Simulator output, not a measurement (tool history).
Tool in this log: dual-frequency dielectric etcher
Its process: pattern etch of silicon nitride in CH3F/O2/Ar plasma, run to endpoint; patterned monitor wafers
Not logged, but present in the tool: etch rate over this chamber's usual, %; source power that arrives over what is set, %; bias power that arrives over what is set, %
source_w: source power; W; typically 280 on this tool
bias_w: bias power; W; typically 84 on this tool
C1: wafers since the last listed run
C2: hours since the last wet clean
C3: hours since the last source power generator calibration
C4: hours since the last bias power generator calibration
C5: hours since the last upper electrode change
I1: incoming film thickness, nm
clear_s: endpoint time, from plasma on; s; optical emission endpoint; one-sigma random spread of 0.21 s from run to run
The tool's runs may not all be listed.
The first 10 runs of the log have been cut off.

Run 11, hour 119.9: usual settings; C1 63; C2 173.4; C3 4157.7; C4 15.9; C5 3285.7; I1 23.41. Result: clear_s 36.8 s.
Run 12, hour 159.6: usual settings; C1 317; C2 213.1; C3 4197.4; C4 55.6; C5 3325.4; I1 23.25. Result: clear_s 36.4 s.
Run 13, hour 170.3: usual settings; C1 85; C2 223.8; C3 4208.1; C4 66.3; C5 3336.1; I1 23.43. Result: clear_s 36.5 s.
Run 14, hour 199.6: usual settings but bias_w 95 W; C1 234; C2 253.1; C3 4237.4; C4 95.6; C5 3365.4; I1 23.08. Result: clear_s 34.9 s.
Run 15, hour 207.6: usual settings but bias_w 96 W; C1 63; C2 261.1; C3 4245.4; C4 103.6; C5 3373.4; I1 23.04. Result: clear_s 34.4 s.
Run 16, hour 214.3: usual settings but source_w 250 W, bias_w 77 W; C1 53; C2 267.8; C3 4252.1; C4 110.3; C5 3380.1; I1 23.37. Result: clear_s 40.1 s.
Run 17, hour 230.8: usual settings; C1 131; C2 284.3; C3 4268.6; C4 126.8; C5 3396.6; I1 23.2. Result: clear_s 36.9 s.
Run 18, hour 245: usual settings but source_w 330 W, bias_w 64 W; C1 113; C2 298.5; C3 4282.8; C4 141; C5 3410.8; I1 23.17. Result: clear_s 37.8 s.
At hour 295.9: wet clean of the chamber.
Run 19, hour 296.4: usual settings but bias_w 78 W; C1 219; C2 0.5; C3 4334.2; C4 192.4; C5 3462.2; I1 23.48. Result: clear_s 37.3 s.
Run 20, hour 296.7: usual settings but source_w 300 W; C1 2; C2 0.8; C3 4334.5; C4 192.7; C5 3462.5; I1 23.3. Result: clear_s 34.6 s.
Run 21, hour 302.8: usual settings; C1 48; C2 6.9; C3 4340.6; C4 198.8; C5 3468.6; I1 23.52. Result: clear_s 36.3 s.
Run 22, hour 315.8: usual settings; C1 103; C2 19.9; C3 4353.6; C4 211.8; C5 3481.6; I1 23.25. Result: clear_s 36.6 s.
Run 23, hour 322.7: usual settings but bias_w 101 W; C1 55; C2 26.8; C3 4360.5; C4 218.7; C5 3488.5; I1 23.47. Result: clear_s 34.1 s.
At hour 357.1: upper electrode replaced.
Run 24, hour 357.6: usual settings but source_w 330 W, bias_w 73 W; C1 87; C2 61.7; C3 4395.4; C4 253.6; C5 0.5; I1 23.57. Result: clear_s 35.9 s.
At hour 362.5: source power generator calibrated.
Run 25, hour 364.7: usual settings; C1 24; C2 68.8; C3 2.2; C4 260.7; C5 7.6; I1 23.22. Result: clear_s 36.1 s.
Run 26, hour 379.3: usual settings but source_w 330 W, bias_w 71 W; C1 116; C2 83.4; C3 16.8; C4 275.3; C5 22.2; I1 23.45. Result: clear_s 36.5 s.
Run 27, hour 392.9: usual settings but source_w 220 W, bias_w 75 W; C1 108; C2 97; C3 30.4; C4 288.9; C5 35.8; I1 23.15. Result: clear_s 42.3 s.
Run 28, hour 409.9: usual settings but source_w 250 W, bias_w 96 W; C1 135; C2 114; C3 47.4; C4 305.9; C5 52.8; I1 23.21. Result: clear_s 36 s.
Run 29, hour 417: usual settings; C1 56; C2 121.1; C3 54.5; C4 313; C5 59.9; I1 23.39. Result: clear_s 36.6 s.
Run 30, hour 427.2: usual settings but source_w 300 W, bias_w 92 W; C1 81; C2 131.3; C3 64.7; C4 323.2; C5 70.1; I1 23.43. Result: clear_s 34 s.
Run 31, hour 436.1: usual settings but source_w 350 W, bias_w 66 W; C1 71; C2 140.2; C3 73.6; C4 332.1; C5 79; I1 23.33. Result: clear_s 36.7 s.
Run 32, hour 451.1: usual settings; C1 119; C2 155.2; C3 88.6; C4 347.1; C5 94; I1 23.37. Result: clear_s 36.6 s.
Run 33, hour 464.5: usual settings but source_w 220 W, bias_w 93 W; C1 107; C2 168.6; C3 102; C4 360.5; C5 107.4; I1 23.12. Result: clear_s 38.8 s.
Run 34, hour 477.8: usual settings; C1 106; C2 181.9; C3 115.3; C4 373.8; C5 120.7; I1 23.16. Result: clear_s 36.7 s.
Run 35, hour 489: usual settings but source_w 230 W; C1 89; C2 193.1; C3 126.5; C4 385; C5 131.9; I1 23.21. Result: clear_s 39.7 s.

Each row is a separate what-if for the run after 35, all from the same tool condition, not one after another. Results?
Run A, hour 489.4: usual settings but source_w 260 W; C1 3; C2 193.5; C3 126.9; C4 385.4; C5 132.3; I1 23.24. Result: clear_s ?.
Run B, hour 489.4: usual settings but source_w 310 W, bias_w 64 W; C1 3; C2 193.5; C3 126.9; C4 385.4; C5 132.3; I1 23.24. Result: clear_s ?.
Run C, hour 489.4: usual settings but source_w 260 W, bias_w 75 W; C1 3; C2 193.5; C3 126.9; C4 385.4; C5 132.3; I1 23.24. Result: clear_s ?.
Run D, hour 489.4: usual settings but source_w 310 W, bias_w 92 W; C1 3; C2 193.5; C3 126.9; C4 385.4; C5 132.3; I1 23.24. Result: clear_s ?.

run  clear_s
  A     37.7
  B     38.5
  C     39.3
  D     33.7
Take away the tool's hidden state, keep each run's random variation, and the runs would have read:
run  clear_s
  A     37.2
  B     38.1
  C     38.8
  D     33.3
